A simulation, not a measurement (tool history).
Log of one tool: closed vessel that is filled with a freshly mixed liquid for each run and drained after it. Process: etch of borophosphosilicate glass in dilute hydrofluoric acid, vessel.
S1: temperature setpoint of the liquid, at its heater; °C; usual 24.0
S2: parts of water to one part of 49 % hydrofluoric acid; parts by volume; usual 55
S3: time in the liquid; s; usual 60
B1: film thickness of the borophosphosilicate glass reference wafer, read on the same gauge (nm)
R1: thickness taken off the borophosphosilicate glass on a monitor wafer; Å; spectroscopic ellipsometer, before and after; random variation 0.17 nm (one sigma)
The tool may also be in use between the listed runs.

run     day    S1  S2  S3      B1      R1
  1   0.000  24.0  55  45  100.00   273.4
  2   2.554  24.0  55  35  100.00   211.8
  3   3.350  24.0  55  35  100.00   211.6
  4   4.729  24.0  55  35  100.01   211.9
  5   5.404  24.0  55  60  100.05   365.2
  6   6.242  24.0  55  60  100.01   365.9
  7   7.292  24.0  55  60   99.97   366.7
  8   8.708  26.0  55  60   99.99   396.3
  9   9.767  25.5  55  60  100.01   387.4
 10  11.067  25.5  55  60   99.98   388.8
     11.438  -- hydrofluoric acid flow meter replaced
 11  11.804  28.0  55  60   99.98   432.9
 12  12.471  28.0  55  60   99.99   433.5
 13  13.717  24.0  55  85   99.99   518.3
 14  15.217  24.0  55  60  100.02   363.4
 15  16.233  21.0  80  80  100.00   289.4
     17.567  -- thermometer replaced
 16  17.588  24.0  55  60   99.96   351.6
 17  19.275  21.0  80  80   99.98   277.8
 18  21.012  27.5  30  95  100.02  1211.8
     21.392  -- gauge calibrated
 19  22.100  19.5  70  95  100.00   356.5
 20  23.200  26.5  85  50  100.00   200.1
 21  24.417  24.0  55  60   99.99   350.3
 22  24.962  20.0  55  45  100.00   223.3
 23  25.650  29.0  80  40  100.03   190.4
 24  26.288  24.0  55  70  100.01   412.0
 25  27.492  28.0  65  75  100.02   429.9
 26  28.604  26.0  85  45  100.00   179.0
 27  29.183  26.0  70  80   99.96   389.2
 28  29.758  19.0  55  95   99.99   452.5
 29  30.262  19.0  55  90  100.00   433.5
 30  31.200  21.5  55  50  100.01   267.3
 31  32.696  26.0  40  60   99.98   539.4

Measured less the same run without the tool's hidden state. The same run-to-run variation is in both; the gauge's scatter may not be:
The hidden state here: liquid hotter than its thermometer reads (K); hydrofluoric acid flow below the setpoint (%); gauge reads high (%).
run     R1
  1   +9.7
  2   +7.9
  3   +8.0
  4   +8.1
  5  +14.2
  6  +14.3
  7  +14.7
  8  +15.9
  9  +15.7
 10  +16.1
 11  +17.8
 12  +17.9
 13  +22.5
 14  +16.1
 15  +13.2
 16   +0.4
 17   +0.5
 18   +3.9
 19   +1.3
 20   +0.9
 21   +1.7
 22   +1.2
 23   +1.0
 24   +2.6
 25   +2.8
 26   +1.3
 27   +2.9
 28   +3.9
 29   +3.8
 30   +2.4
 31   +5.3
